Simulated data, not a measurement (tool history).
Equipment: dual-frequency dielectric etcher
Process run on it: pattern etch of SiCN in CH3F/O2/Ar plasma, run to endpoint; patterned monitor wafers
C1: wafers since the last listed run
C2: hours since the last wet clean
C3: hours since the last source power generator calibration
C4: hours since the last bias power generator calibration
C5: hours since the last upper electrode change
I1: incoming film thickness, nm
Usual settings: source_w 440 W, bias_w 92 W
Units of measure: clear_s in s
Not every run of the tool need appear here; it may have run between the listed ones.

Run 1, day 0: usual settings but source_w 490 W, bias_w 99 W; C1 0; C2 149.4; C3 2988.9; C4 1823.8; C5 4451.8; I1 7.76. Result: clear_s 17.7 s.
Run 2, day 1.9: usual settings but source_w 510 W, bias_w 109 W; C1 553; C2 195; C3 3034.5; C4 1869.4; C5 4497.4; I1 7.74. Result: clear_s 16.9 s.
Run 3, day 4.492: usual settings but source_w 510 W, bias_w 109 W; C1 755; C2 257.2; C3 3096.7; C4 1931.6; C5 4559.6; I1 7.81. Result: clear_s 17.2 s.
Run 4, day 6.158: usual settings but source_w 510 W, bias_w 109 W; C1 485; C2 297.2; C3 3136.7; C4 1971.6; C5 4599.6; I1 7.91. Result: clear_s 17.5 s.
Run 5, day 7.271: usual settings; C1 324; C2 323.9; C3 3163.4; C4 1998.3; C5 4626.3; I1 7.79. Result: clear_s 19.6 s.
Run 6, day 8.367: usual settings; C1 319; C2 350.2; C3 3189.7; C4 2024.6; C5 4652.6; I1 7.86. Result: clear_s 19.7 s.
Run 7, day 10.029: usual settings; C1 484; C2 390.1; C3 3229.6; C4 2064.5; C5 4692.5; I1 7.75. Result: clear_s 19.5 s.
Run 8, day 12.158: usual settings; C1 620; C2 441.2; C3 3280.7; C4 2115.6; C5 4743.6; I1 7.89. Result: clear_s 20 s.
Run 9, day 14.196: usual settings; C1 593; C2 490.1; C3 3329.6; C4 2164.5; C5 4792.5; I1 7.84. Result: clear_s 20.1 s.
At day 15.875: wet clean of the chamber.
Run 10, day 16.988: usual settings; C1 522; C2 26.7; C3 3396.6; C4 2231.5; C5 4859.5; I1 7.8. Result: clear_s 18.7 s.
Run 11, day 19.633: usual settings; C1 771; C2 90.2; C3 3460.1; C4 2295; C5 4923; I1 7.78. Result: clear_s 19 s.
Run 12, day 28.592: usual settings; C1 2610; C2 305.2; C3 3675.1; C4 2510; C5 5138; I1 7.73. Result: clear_s 19.3 s.
Run 13, day 31.217: usual settings but source_w 410 W, bias_w 85 W; C1 765; C2 368.2; C3 3738.1; C4 2573; C5 5201; I1 7.79. Result: clear_s 20.9 s.
At day 32.692: wet clean of the chamber.
Run 14, day 33.429: usual settings but source_w 510 W, bias_w 110 W; C1 353; C2 17.7; C3 3791.2; C4 2626.1; C5 5254.1; I1 7.75. Result: clear_s 16.6 s.
At day 36.233: upper electrode replaced.
Run 15, day 36.254: usual settings but source_w 540 W, bias_w 111 W; C1 531; C2 85.5; C3 3859; C4 2693.9; C5 0.5; I1 7.85. Result: clear_s 16.4 s.
Run 16, day 38.804: usual settings but bias_w 102 W; C1 743; C2 146.7; C3 3920.2; C4 2755.1; C5 61.7; I1 7.79. Result: clear_s 18.4 s.
At day 40.558: source power generator calibrated.
Run 17, day 41.225: usual settings but source_w 490 W, bias_w 99 W; C1 656; C2 204.8; C3 16; C4 2813.2; C5 119.8; I1 7.87. Result: clear_s 18.3 s.
At day 45.967: bias power generator calibrated.
Run 18, day 47.083: usual settings; C1 1658; C2 345.4; C3 156.6; C4 26.8; C5 260.4; I1 7.81. Result: clear_s 19.6 s.
Run 19, day 48.696: usual settings; C1 469; C2 384.1; C3 195.3; C4 65.5; C5 299.1; I1 7.89. Result: clear_s 19.8 s.
Run 20, day 49.804: usual settings but source_w 350 W, bias_w 82 W; C1 323; C2 410.7; C3 221.9; C4 92.1; C5 325.7; I1 7.76. Result: clear_s 22.4 s.
At day 51.338: wet clean of the chamber.
Run 21, day 51.938: usual settings but source_w 340 W, bias_w 107 W; C1 330; C2 14.4; C3 273.1; C4 143.3; C5 376.9; I1 7.76. Result: clear_s 19.8 s.
Run 22, day 54.2: usual settings but source_w 550 W, bias_w 82 W; C1 659; C2 68.7; C3 327.4; C4 197.6; C5 431.2; I1 7.79. Result: clear_s 18.1 s.
Run 23, day 56.958: usual settings but source_w 370 W, bias_w 107 W; C1 803; C2 134.9; C3 393.6; C4 263.8; C5 497.4; I1 7.83. Result: clear_s 19.4 s.

Run 24 is up next; what results do you expect?
Run 24, day 63.267: usual settings but source_w 470 W, bias_w 100 W; C1 1838; C2 286.3; C3 545; C4 415.2; C5 648.8; I1 7.79. Result: clear_s ?.

clear_s: 18.4 s
Without the tool's hidden state the same run would have given clear_s 17.9 s.
